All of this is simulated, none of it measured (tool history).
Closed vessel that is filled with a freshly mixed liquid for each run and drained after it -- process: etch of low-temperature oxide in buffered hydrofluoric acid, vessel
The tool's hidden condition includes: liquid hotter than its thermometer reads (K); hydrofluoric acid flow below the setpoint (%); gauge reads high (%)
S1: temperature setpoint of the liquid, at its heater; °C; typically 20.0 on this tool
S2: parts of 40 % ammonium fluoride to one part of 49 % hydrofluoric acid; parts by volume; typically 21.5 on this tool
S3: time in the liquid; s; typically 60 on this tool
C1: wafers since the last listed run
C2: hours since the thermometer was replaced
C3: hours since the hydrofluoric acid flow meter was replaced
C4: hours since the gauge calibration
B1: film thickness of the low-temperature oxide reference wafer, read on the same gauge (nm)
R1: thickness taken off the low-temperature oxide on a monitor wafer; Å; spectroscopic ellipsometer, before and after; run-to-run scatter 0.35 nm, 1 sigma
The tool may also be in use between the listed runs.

run	hour	S1	S2	S3	C1	C2	C3	C4	B1	R1
1	0.0	20.0	25.5	60	0	1737.5	1179.9	39.7	79.98	947.0
2	12.4	20.0	21.5	60	1698	1749.9	1192.3	52.1	80.01	1063.9
3	24.3	20.0	21.5	60	1630	1761.8	1204.2	64.0	79.99	1073.8
4	38.3	20.0	21.5	60	1917	1775.8	1218.2	78.0	80.03	1065.6
5	55.4	20.0	21.5	60	2342	1792.9	1235.3	95.1	79.98	1073.2
6	71.1	20.0	27.0	60	2150	1808.6	1251.0	110.8	79.94	915.8
7	82.5	20.0	27.0	60	1561	1820.0	1262.4	122.2	80.00	914.9
# hour 94.0: hydrofluoric acid flow meter replaced
8	95.1	20.0	21.5	60	1589	1832.6	1.1	134.8	79.96	1076.1
9	104.8	20.0	21.5	60	1328	1842.3	10.8	144.5	80.00	1080.3
# hour 110.9: gauge calibrated
10	121.8	20.0	21.5	60	2328	1859.3	27.8	10.9	79.99	1071.4
11	132.8	20.0	18.0	40	1506	1870.3	38.8	21.9	80.01	837.6
12	139.7	23.5	19.5	60	945	1877.2	45.7	28.8	80.02	1405.3
13	156.9	22.5	18.0	40	2356	1894.4	62.9	46.0	79.98	961.6
14	174.3	20.0	21.5	60	2383	1911.8	80.3	63.4	80.01	1074.4
# hour 183.2: thermometer replaced
15	184.3	20.0	21.5	60	1232	1.1	90.3	73.4	80.02	924.9
16	192.4	21.5	24.5	40	1109	9.2	98.4	81.5	80.02	616.8
17	207.0	18.0	25.0	40	2000	23.8	113.0	96.1	80.06	494.6
18	218.8	17.0	25.5	75	1616	35.6	124.8	107.9	79.96	870.1
19	232.0	17.0	21.5	70	1808	48.8	138.0	121.1	80.00	916.9
20	244.0	20.0	21.5	60	1643	60.8	150.0	133.1	79.99	925.0
21	260.3	20.0	21.5	80	2233	77.1	166.3	149.4	80.00	1231.5

5 options for the next run, each taken on its own from the tool as it stands now. Forecast them:
A	261.0	20.0	21.5	60	95	77.8	167.0	150.1	?	?
B	261.0	20.0	15.0	50	95	77.8	167.0	150.1	?	?
C	261.0	17.5	21.5	60	95	77.8	167.0	150.1	?	?
D	261.0	17.0	21.5	60	95	77.8	167.0	150.1	?	?
E	261.0	20.0	26.5	40	95	77.8	167.0	150.1	?	?

run	B1	R1
A	80.00	934.3
B	80.00	1087.0
C	80.00	811.1
D	80.00	788.2
E	80.00	539.1
With the hidden condition removed and each run's random variation left untouched, the same runs would have given:
run	R1
A	927.5
B	1079.1
C	805.1
D	782.4
E	535.2
